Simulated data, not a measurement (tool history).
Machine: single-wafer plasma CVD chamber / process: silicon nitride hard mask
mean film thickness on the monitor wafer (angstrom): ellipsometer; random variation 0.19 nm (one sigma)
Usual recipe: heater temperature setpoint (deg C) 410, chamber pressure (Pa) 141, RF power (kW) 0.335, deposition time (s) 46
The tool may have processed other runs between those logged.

run    hour  heater temperature setpoint (deg C)  chamber pressure (Pa)  RF power (kW)  deposition time (s)  wafers since the last listed run  hours since the last thermocouple change  hours since the last RF generator calibration  hours since the last manometer calibration  hours since the showerhead was replaced  hours since the gauge calibration  read-back reference wafer on the same gauge, thickness_nm  mean film thickness on the monitor wafer (angstrom)
  1       0                                  410                    141          0.335                   46                                 0                                    1136.1                                          547.4                                         278                                   5219.5                                5.2                                                     54.974                                               494.71
  2      62                                  410                    141          0.365                 42.9                               774                                    1198.1                                          609.4                                         340                                   5281.5                               67.2                                                     54.993                                               485.95
  3   129.2                                  410                    141          0.365                 42.9                               838                                    1265.3                                          676.6                                       407.2                                   5348.7                              134.4                                                     55.066                                               487.61
  4   424.3                                  410                    141          0.365                 42.9                              3684                                    1560.4                                          971.7                                       702.3                                   5643.8                              429.5                                                     54.927                                               489.69
  5   525.4                                  410                    141          0.335                   46                              1262                                    1661.5                                         1072.8                                       803.4                                   5744.9                              530.6                                                     55.047                                               498.87
  6   768.6                                  410                    141          0.335                   46                              3036                                    1904.7                                           1316                                      1046.6                                   5988.1                              773.8                                                     54.979                                               498.54
      845.4  -- RF generator calibrated
      851.5  -- showerhead replaced
  7   864.1                                  410                    141          0.335                   46                              1016                                    2000.2                                           18.7                                      1142.1                                     12.6                              869.3                                                     55.057                                                513.4
  8   946.6                                  410                    160           0.37                   46                              1030                                    2082.7                                          101.2                                      1224.6                                     95.1                              951.8                                                     54.964                                               556.33
  9  1011.4                                  410                    160           0.37                   46                               809                                    2147.5                                            166                                      1289.4                                    159.9                             1016.6                                                     55.065                                               559.05
     1058.1  -- capacitance manometer re-zeroed and calibrated
 10  1106.7                                  410                    141          0.335                   46                              1089                                    2242.8                                          261.3                                        48.6                                    255.2                             1111.9                                                     54.982                                               503.17
 11  1207.9                                  410                    141          0.335                   46                              1263                                      2344                                          362.5                                       149.8                                    356.4                             1213.1                                                     54.966                                               501.23
 12  1277.1                                  410                    141          0.335                   46                               863                                    2413.2                                          431.7                                         219                                    425.6                             1282.3                                                     54.946                                               500.63
 13  1363.1                                  405                    141           0.31                   46                              1073                                    2499.2                                          517.7                                         305                                    511.6                             1368.3                                                     55.062                                               480.87
 14  1423.8                                  410                    173          0.335                   46                               757                                    2559.9                                          578.4                                       365.7                                    572.3                               1429                                                     54.928                                               526.69
 15  1525.1                                  399                    141           0.39                   51                              1264                                    2661.2                                          679.7                                         467                                    673.6                             1530.3                                                      54.96                                               609.25
     1556.7  -- gauge calibrated
 16  1581.4                                  410                    127          0.335                   46                               702                                    2717.5                                            736                                       523.3                                    729.9                               24.7                                                     55.023                                               487.98
     1596.4  -- thermocouple changed; heater temperature recalibrated
 17  1661.2                                  420                    141          0.375                   46                               896                                      64.8                                          815.8                                       603.1                                    809.7                              104.5                                                     55.054                                               531.96
 18  1754.2                                  410                    141          0.385                   46                              1161                                     157.8                                          908.8                                       696.1                                    902.7                              197.5                                                     55.011                                               544.67
 19    1830                                  403                    141           0.28                 38.8                               946                                     233.6                                          984.6                                       771.9                                    978.5                              273.3                                                     54.994                                               381.15
 20  1905.7                                  410                    141          0.365                 42.9                               945                                     309.3                                         1060.3                                       847.6                                   1054.2                                349                                                     55.053                                               494.55
 21  2081.7                                  425                    141          0.335                   46                              2197                                     485.3                                         1236.3                                      1023.6                                   1230.2                                525                                                     54.984                                                498.1
 22  2131.2                                  401                    116           0.28                   46                               618                                     534.8                                         1285.8                                      1073.1                                   1279.7                              574.5                                                     54.972                                               430.98
 23  2237.4                                  410                    141           0.28                   46                              1325                                       641                                           1392                                      1179.3                                   1385.9                              680.7                                                     54.914                                               454.89
 24  2330.4                                  410                    141          0.385                   46                              1161                                       734                                           1485                                      1272.3                                   1478.9                              773.7                                                     54.983                                               546.28
 25  2388.5                                  410                    141          0.335                   46                               725                                     792.1                                         1543.1                                      1330.4                                     1537                              831.8                                                     54.931                                               506.77
     2433.7  -- RF generator calibrated
 26  2463.6                                  419                    124          0.385                 41.4                               837                                     867.2                                           29.9                                      1405.5                                   1612.1                              906.9                                                     55.022                                               481.74
 27  2504.5                                  410                    141           0.38                   46                               510                                     908.1                                           70.8                                      1446.4                                     1653                              947.8                                                     55.019                                                551.1

Below are 5 alternative next runs, each starting from the tool's condition after run 27. Predict each:
  A  2504.9                                  410                    141           0.39                   46                                 4                                     908.5                                           71.2                                      1446.8                                   1653.4                              948.2                                                          ?                                                    ?
  B  2504.9                                  410                    113          0.295                   46                                 4                                     908.5                                           71.2                                      1446.8                                   1653.4                              948.2                                                          ?                                                    ?
  C  2504.9                                  410                    141          0.335                 37.8                                 4                                     908.5                                           71.2                                      1446.8                                   1653.4                              948.2                                                          ?                                                    ?
  D  2504.9                                  410                    176          0.335                   46                                 4                                     908.5                                           71.2                                      1446.8                                   1653.4                              948.2                                                          ?                                                    ?
  E  2504.9                                  423                    175          0.275                   46                                 4                                     908.5                                           71.2                                      1446.8                                   1653.4                              948.2                                                          ?                                                    ?

run  read-back reference wafer on the same gauge, thickness_nm  mean film thickness on the monitor wafer (angstrom)
  A                                                     54.916                                               561.26
  B                                                     54.916                                               451.93
  C                                                     54.916                                               422.66
  D                                                     54.916                                               541.78
  E                                                     54.916                                               477.81
The same runs, with their run-to-run variation unchanged, on a tool lacking any hidden condition would have given:
run  mean film thickness on the monitor wafer (angstrom)
  A                                               553.13
  B                                               444.91
  C                                               416.54
  D                                               534.71
  E                                               471.75

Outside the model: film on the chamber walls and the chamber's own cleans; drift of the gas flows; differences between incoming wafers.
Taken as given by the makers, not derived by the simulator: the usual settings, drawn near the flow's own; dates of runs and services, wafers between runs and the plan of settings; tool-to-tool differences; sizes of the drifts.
